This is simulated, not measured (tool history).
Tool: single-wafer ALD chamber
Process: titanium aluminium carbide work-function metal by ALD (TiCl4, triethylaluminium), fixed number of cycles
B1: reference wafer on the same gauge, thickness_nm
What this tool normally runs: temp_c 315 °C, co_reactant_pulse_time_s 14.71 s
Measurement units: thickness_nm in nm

{"run": 1, "hour": 0.0, "temp_c": 315, "co_reactant_pulse_time_s": 14.71, "B1": 2.35, "thickness_nm": 2.01}
{"run": 2, "hour": 23.1, "temp_c": 315, "co_reactant_pulse_time_s": 14.71, "B1": 2.349, "thickness_nm": 2.003}
{"run": 3, "hour": 53.5, "temp_c": 315, "co_reactant_pulse_time_s": 16.91, "B1": 2.349, "thickness_nm": 2.012}
{"run": 4, "hour": 70.3, "temp_c": 315, "co_reactant_pulse_time_s": 14.71, "B1": 2.349, "thickness_nm": 1.996}
{"run": 5, "hour": 97.9, "temp_c": 315, "co_reactant_pulse_time_s": 14.71, "B1": 2.349, "thickness_nm": 1.998}
{"run": 6, "hour": 122.2, "temp_c": 315, "co_reactant_pulse_time_s": 14.71, "B1": 2.35, "thickness_nm": 2.002}
{"run": 7, "hour": 140.5, "temp_c": 307, "co_reactant_pulse_time_s": 14.71, "B1": 2.35, "thickness_nm": 1.94}
{"run": 8, "hour": 168.1, "temp_c": 308, "co_reactant_pulse_time_s": 14.71, "B1": 2.35, "thickness_nm": 1.947}
{"hour": 188.0, "done": "thermocouple changed; heater temperature recalibrated"}
{"run": 9, "hour": 203.5, "temp_c": 308, "co_reactant_pulse_time_s": 14.71, "B1": 2.35, "thickness_nm": 1.952}
{"hour": 223.8, "done": "gauge calibrated"}
{"run": 10, "hour": 309.3, "temp_c": 319, "co_reactant_pulse_time_s": 17.38, "B1": 2.35, "thickness_nm": 2.048}
{"run": 11, "hour": 323.2, "temp_c": 305, "co_reactant_pulse_time_s": 11.92, "B1": 2.351, "thickness_nm": 1.864}
{"run": 12, "hour": 356.5, "temp_c": 315, "co_reactant_pulse_time_s": 14.71, "B1": 2.353, "thickness_nm": 1.982}
{"run": 13, "hour": 376.1, "temp_c": 305, "co_reactant_pulse_time_s": 11.92, "B1": 2.351, "thickness_nm": 1.86}
{"run": 14, "hour": 405.5, "temp_c": 319, "co_reactant_pulse_time_s": 16.59, "B1": 2.351, "thickness_nm": 2.031}
{"run": 15, "hour": 426.2, "temp_c": 327, "co_reactant_pulse_time_s": 9.27, "B1": 2.351, "thickness_nm": 1.868}
{"hour": 467.9, "done": "showerhead replaced, of another model than before"}
{"run": 16, "hour": 486.0, "temp_c": 325, "co_reactant_pulse_time_s": 16.8, "B1": 2.349, "thickness_nm": 2.048}
{"run": 17, "hour": 504.4, "temp_c": 304, "co_reactant_pulse_time_s": 17.31, "B1": 2.352, "thickness_nm": 1.909}
{"run": 18, "hour": 523.0, "temp_c": 307, "co_reactant_pulse_time_s": 19.47, "B1": 2.351, "thickness_nm": 1.948}
{"run": 19, "hour": 552.0, "temp_c": 305, "co_reactant_pulse_time_s": 18.99, "B1": 2.353, "thickness_nm": 1.92}
{"run": 20, "hour": 581.7, "temp_c": 326, "co_reactant_pulse_time_s": 18.79, "B1": 2.349, "thickness_nm": 2.074}
{"run": 21, "hour": 595.3, "temp_c": 320, "co_reactant_pulse_time_s": 18.73, "B1": 2.35, "thickness_nm": 2.02}
{"run": 22, "hour": 617.5, "temp_c": 315, "co_reactant_pulse_time_s": 14.71, "B1": 2.351, "thickness_nm": 1.881}
{"run": 23, "hour": 641.6, "temp_c": 315, "co_reactant_pulse_time_s": 16.3, "B1": 2.351, "thickness_nm": 1.935}
{"run": 24, "hour": 666.5, "temp_c": 315, "co_reactant_pulse_time_s": 14.71, "B1": 2.349, "thickness_nm": 1.867}
{"hour": 676.0, "done": "triethylaluminium bottle replaced"}
{"run": 25, "hour": 678.5, "temp_c": 324, "co_reactant_pulse_time_s": 9.75, "B1": 2.352, "thickness_nm": 1.947}
{"run": 26, "hour": 705.5, "temp_c": 305, "co_reactant_pulse_time_s": 11.79, "B1": 2.349, "thickness_nm": 1.906}
{"run": 27, "hour": 788.9, "temp_c": 325, "co_reactant_pulse_time_s": 18, "B1": 2.35, "thickness_nm": 2.103}
{"run": 28, "hour": 823.9, "temp_c": 315, "co_reactant_pulse_time_s": 17.24, "B1": 2.35, "thickness_nm": 2.031}
{"run": 29, "hour": 838.9, "temp_c": 322, "co_reactant_pulse_time_s": 16.95, "B1": 2.348, "thickness_nm": 2.078}
{"run": 30, "hour": 872.2, "temp_c": 315, "co_reactant_pulse_time_s": 9.06, "B1": 2.35, "thickness_nm": 1.838}
{"run": 31, "hour": 901.2, "temp_c": 315, "co_reactant_pulse_time_s": 14.71, "B1": 2.352, "thickness_nm": 2.014}
{"run": 32, "hour": 927.9, "temp_c": 315, "co_reactant_pulse_time_s": 14.71, "B1": 2.35, "thickness_nm": 2.03}

Here are 5 independent what-if runs from the current tool condition. What would each one return?
{"run": "A", "hour": 928.3, "temp_c": 329, "co_reactant_pulse_time_s": 14.71, "B1": "?", "thickness_nm": "?"}
{"run": "B", "hour": 928.3, "temp_c": 327, "co_reactant_pulse_time_s": 9.34, "B1": "?", "thickness_nm": "?"}
{"run": "C", "hour": 928.3, "temp_c": 304, "co_reactant_pulse_time_s": 9.49, "B1": "?", "thickness_nm": "?"}
{"run": "D", "hour": 928.3, "temp_c": 315, "co_reactant_pulse_time_s": 9.98, "B1": "?", "thickness_nm": "?"}
{"run": "E", "hour": 928.3, "temp_c": 327, "co_reactant_pulse_time_s": 19.85, "B1": "?", "thickness_nm": "?"}

run=A B1=2.352 thickness_nm=2.127
run=B B1=2.352 thickness_nm=1.94
run=C B1=2.352 thickness_nm=1.797
run=D B1=2.352 thickness_nm=1.906
run=E B1=2.352 thickness_nm=2.126
Stripped of hidden state, with their random variation kept, the same runs would have yielded:
run=A thickness_nm=2.128
run=B thickness_nm=1.946
run=C thickness_nm=1.802
run=D thickness_nm=1.911
run=E thickness_nm=2.126
